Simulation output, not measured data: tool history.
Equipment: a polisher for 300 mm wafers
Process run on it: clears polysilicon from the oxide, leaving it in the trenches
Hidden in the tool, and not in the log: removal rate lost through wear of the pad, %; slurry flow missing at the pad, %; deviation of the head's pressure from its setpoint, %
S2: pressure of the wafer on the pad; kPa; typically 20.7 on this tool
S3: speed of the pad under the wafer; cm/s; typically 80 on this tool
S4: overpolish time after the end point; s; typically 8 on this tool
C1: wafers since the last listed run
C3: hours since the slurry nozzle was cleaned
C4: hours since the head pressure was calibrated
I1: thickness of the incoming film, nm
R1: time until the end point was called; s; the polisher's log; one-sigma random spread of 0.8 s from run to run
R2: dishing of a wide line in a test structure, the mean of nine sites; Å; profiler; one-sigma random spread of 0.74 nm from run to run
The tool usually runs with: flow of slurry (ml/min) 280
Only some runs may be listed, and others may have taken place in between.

{"run": 1, "hour": 0.0, "flow of slurry (ml/min)": 335, "S2": 20.7, "S3": 80, "S4": 8, "C1": 0, "wafers polished on this pad": 2571, "C3": 648.2, "C4": 944.5, "I1": 710.9, "R1": 53.3, "R2": 442}
{"run": 2, "hour": 32.6, "flow of slurry (ml/min)": 335, "S2": 20.7, "S3": 80, "S4": 8, "C1": 468, "wafers polished on this pad": 3039, "C3": 680.8, "C4": 977.1, "I1": 714.8, "R1": 53.2, "R2": 438}
{"hour": 52.8, "done": "worn pad replaced by a new one"}
{"run": 3, "hour": 53.8, "flow of slurry (ml/min)": 335, "S2": 20.7, "S3": 80, "S4": 8, "C1": 247, "wafers polished on this pad": 14, "C3": 702, "C4": 998.3, "I1": 704.7, "R1": 47.6, "R2": 458}
{"run": 4, "hour": 90.2, "flow of slurry (ml/min)": 280, "S2": 20.7, "S3": 80, "S4": 8, "C1": 522, "wafers polished on this pad": 537, "C3": 738.4, "C4": 1034.7, "I1": 695.3, "R1": 47.9, "R2": 451}
{"run": 5, "hour": 121.5, "flow of slurry (ml/min)": 280, "S2": 20.7, "S3": 80, "S4": 8, "C1": 449, "wafers polished on this pad": 986, "C3": 769.7, "C4": 1066, "I1": 725.9, "R1": 52.1, "R2": 452}
{"run": 6, "hour": 144.9, "flow of slurry (ml/min)": 280, "S2": 20.7, "S3": 80, "S4": 8, "C1": 336, "wafers polished on this pad": 1323, "C3": 793.1, "C4": 1089.4, "I1": 701.4, "R1": 51.4, "R2": 449}
{"run": 7, "hour": 158.7, "flow of slurry (ml/min)": 280, "S2": 20.7, "S3": 80, "S4": 8, "C1": 198, "wafers polished on this pad": 1521, "C3": 806.9, "C4": 1103.2, "I1": 715.2, "R1": 52.1, "R2": 453}
{"run": 8, "hour": 190.8, "flow of slurry (ml/min)": 280, "S2": 20.7, "S3": 80, "S4": 8, "C1": 461, "wafers polished on this pad": 1982, "C3": 839, "C4": 1135.3, "I1": 702.7, "R1": 51.3, "R2": 441}
{"run": 9, "hour": 221.7, "flow of slurry (ml/min)": 280, "S2": 20.7, "S3": 80, "S4": 8, "C1": 443, "wafers polished on this pad": 2426, "C3": 869.9, "C4": 1166.2, "I1": 707.5, "R1": 53.4, "R2": 440}
{"hour": 236.3, "done": "worn pad replaced by a new one"}
{"hour": 244.6, "done": "head pressure recalibrated"}
{"run": 10, "hour": 245.1, "flow of slurry (ml/min)": 280, "S2": 20.7, "S3": 80, "S4": 8, "C1": 249, "wafers polished on this pad": 97, "C3": 893.3, "C4": 0.5, "I1": 718.9, "R1": 49.4, "R2": 456}
{"hour": 251.5, "done": "slurry nozzle cleaned"}
{"run": 11, "hour": 258.0, "flow of slurry (ml/min)": 280, "S2": 20.7, "S3": 80, "S4": 8, "C1": 170, "wafers polished on this pad": 268, "C3": 6.5, "C4": 13.4, "I1": 706, "R1": 49.4, "R2": 453}
{"run": 12, "hour": 289.9, "flow of slurry (ml/min)": 280, "S2": 20.7, "S3": 80, "S4": 8, "C1": 458, "wafers polished on this pad": 726, "C3": 38.4, "C4": 45.3, "I1": 720.4, "R1": 49.4, "R2": 460}
{"run": 13, "hour": 321.0, "flow of slurry (ml/min)": 280, "S2": 20.7, "S3": 72, "S4": 8, "C1": 446, "wafers polished on this pad": 1173, "C3": 69.5, "C4": 76.4, "I1": 708, "R1": 56.9, "R2": 434}
{"run": 14, "hour": 343.1, "flow of slurry (ml/min)": 320, "S2": 17.9, "S3": 80, "S4": 8, "C1": 317, "wafers polished on this pad": 1490, "C3": 91.6, "C4": 98.5, "I1": 719.9, "R1": 58.8, "R2": 426}
{"run": 15, "hour": 368.0, "flow of slurry (ml/min)": 280, "S2": 20.7, "S3": 80, "S4": 13, "C1": 357, "wafers polished on this pad": 1848, "C3": 116.5, "C4": 123.4, "I1": 711, "R1": 51.8, "R2": 490}
{"run": 16, "hour": 382.1, "flow of slurry (ml/min)": 280, "S2": 26.2, "S3": 80, "S4": 8, "C1": 202, "wafers polished on this pad": 2051, "C3": 130.6, "C4": 137.5, "I1": 712.9, "R1": 42.7, "R2": 463}
{"run": 17, "hour": 398.0, "flow of slurry (ml/min)": 280, "S2": 20.7, "S3": 80, "S4": 12, "C1": 228, "wafers polished on this pad": 2279, "C3": 146.5, "C4": 153.4, "I1": 697.6, "R1": 51.5, "R2": 484}
{"run": 18, "hour": 417.4, "flow of slurry (ml/min)": 340, "S2": 20.7, "S3": 80, "S4": 4, "C1": 278, "wafers polished on this pad": 2558, "C3": 165.9, "C4": 172.8, "I1": 706.4, "R1": 52.5, "R2": 328}
{"hour": 430.5, "done": "worn pad replaced by a new one"}
{"run": 19, "hour": 491.6, "flow of slurry (ml/min)": 330, "S2": 20.7, "S3": 94, "S4": 10, "C1": 1008, "wafers polished on this pad": 876, "C3": 240.1, "C4": 247, "I1": 706.3, "R1": 42.2, "R2": 484}
{"run": 20, "hour": 511.6, "flow of slurry (ml/min)": 280, "S2": 24.8, "S3": 80, "S4": 10, "C1": 287, "wafers polished on this pad": 1164, "C3": 260.1, "C4": 267, "I1": 718.4, "R1": 41.9, "R2": 485}
{"run": 21, "hour": 537.9, "flow of slurry (ml/min)": 280, "S2": 20.7, "S3": 68, "S4": 8, "C1": 377, "wafers polished on this pad": 1541, "C3": 286.4, "C4": 293.3, "I1": 716.1, "R1": 61.5, "R2": 437}
{"run": 22, "hour": 554.6, "flow of slurry (ml/min)": 280, "S2": 24.8, "S3": 80, "S4": 10, "C1": 239, "wafers polished on this pad": 1781, "C3": 303.1, "C4": 310, "I1": 713.6, "R1": 44.8, "R2": 490}
{"run": 23, "hour": 611.2, "flow of slurry (ml/min)": 280, "S2": 20.7, "S3": 80, "S4": 8, "C1": 813, "wafers polished on this pad": 2594, "C3": 359.7, "C4": 366.6, "I1": 697.5, "R1": 53.3, "R2": 444}
{"run": 24, "hour": 628.6, "flow of slurry (ml/min)": 280, "S2": 20.7, "S3": 80, "S4": 8, "C1": 249, "wafers polished on this pad": 2844, "C3": 377.1, "C4": 384, "I1": 697.8, "R1": 53.4, "R2": 450}
{"run": 25, "hour": 654.5, "flow of slurry (ml/min)": 335, "S2": 20.7, "S3": 80, "S4": 6, "C1": 372, "wafers polished on this pad": 3216, "C3": 403, "C4": 409.9, "I1": 718.4, "R1": 53.4, "R2": 387}
{"hour": 674.2, "done": "worn pad replaced by a new one"}
{"run": 26, "hour": 679.8, "flow of slurry (ml/min)": 280, "S2": 20.7, "S3": 80, "S4": 8, "C1": 305, "wafers polished on this pad": 81, "C3": 428.3, "C4": 435.2, "I1": 698.6, "R1": 47, "R2": 456}
{"run": 27, "hour": 712.9, "flow of slurry (ml/min)": 280, "S2": 20.7, "S3": 90, "S4": 8, "C1": 475, "wafers polished on this pad": 556, "C3": 461.4, "C4": 468.3, "I1": 710.6, "R1": 43.1, "R2": 464}
{"run": 28, "hour": 727.9, "flow of slurry (ml/min)": 280, "S2": 22.8, "S3": 80, "S4": 8, "C1": 215, "wafers polished on this pad": 771, "C3": 476.4, "C4": 483.3, "I1": 717.8, "R1": 47.3, "R2": 460}
{"run": 29, "hour": 754.4, "flow of slurry (ml/min)": 230, "S2": 20.7, "S3": 104, "S4": 8, "C1": 380, "wafers polished on this pad": 1152, "C3": 502.9, "C4": 509.8, "I1": 699.7, "R1": 39.2, "R2": 478}
{"run": 30, "hour": 770.9, "flow of slurry (ml/min)": 245, "S2": 24.1, "S3": 62, "S4": 3, "C1": 237, "wafers polished on this pad": 1389, "C3": 519.4, "C4": 526.3, "I1": 716.9, "R1": 57.9, "R2": 256}
{"run": 31, "hour": 785.4, "flow of slurry (ml/min)": 215, "S2": 17.2, "S3": 68, "S4": 10, "C1": 208, "wafers polished on this pad": 1597, "C3": 533.9, "C4": 540.8, "I1": 709.3, "R1": 73.9, "R2": 418}
{"run": 32, "hour": 807.5, "flow of slurry (ml/min)": 355, "S2": 20.7, "S3": 94, "S4": 8, "C1": 317, "wafers polished on this pad": 1915, "C3": 556, "C4": 562.9, "I1": 714, "R1": 42.2, "R2": 473}
{"run": 33, "hour": 836.7, "flow of slurry (ml/min)": 370, "S2": 20.7, "S3": 68, "S4": 8, "C1": 419, "wafers polished on this pad": 2334, "C3": 585.2, "C4": 592.1, "I1": 715, "R1": 61.5, "R2": 422}
{"run": 34, "hour": 852.8, "flow of slurry (ml/min)": 280, "S2": 25.5, "S3": 80, "S4": 8, "C1": 231, "wafers polished on this pad": 2566, "C3": 601.3, "C4": 608.2, "I1": 716.2, "R1": 43.3, "R2": 465}

Branching from run 34: 5 alternative next runs. What would each branch give?
{"run": "A", "hour": 853.2, "flow of slurry (ml/min)": 370, "S2": 20.7, "S3": 80, "S4": 8, "C1": 5, "wafers polished on this pad": 2571, "C3": 601.7, "C4": 608.6, "I1": 711.9, "R1": "?", "R2": "?"}
{"run": "B", "hour": 853.2, "flow of slurry (ml/min)": 190, "S2": 20.7, "S3": 80, "S4": 8, "C1": 5, "wafers polished on this pad": 2571, "C3": 601.7, "C4": 608.6, "I1": 711.9, "R1": "?", "R2": "?"}
{"run": "C", "hour": 853.2, "flow of slurry (ml/min)": 240, "S2": 20.7, "S3": 94, "S4": 7, "C1": 5, "wafers polished on this pad": 2571, "C3": 601.7, "C4": 608.6, "I1": 711.9, "R1": "?", "R2": "?"}
{"run": "D", "hour": 853.2, "flow of slurry (ml/min)": 375, "S2": 26.2, "S3": 80, "S4": 6, "C1": 5, "wafers polished on this pad": 2571, "C3": 601.7, "C4": 608.6, "I1": 711.9, "R1": "?", "R2": "?"}
{"run": "E", "hour": 853.2, "flow of slurry (ml/min)": 280, "S2": 20.7, "S3": 80, "S4": 6, "C1": 5, "wafers polished on this pad": 2571, "C3": 601.7, "C4": 608.6, "I1": 711.9, "R1": "?", "R2": "?"}

run=A R1=52.1 R2=443
run=B R1=56.1 R2=433
run=C R1=46.3 R2=441
run=D R1=41.5 R2=435
run=E R1=53.4 R2=398
With the hidden condition removed and each run's random variation left untouched, the same runs would have given:
run=A R1=46.9 R2=455
run=B R1=50.6 R2=446
run=C R1=41.8 R2=453
run=D R1=37.4 R2=448
run=E R1=48.1 R2=414
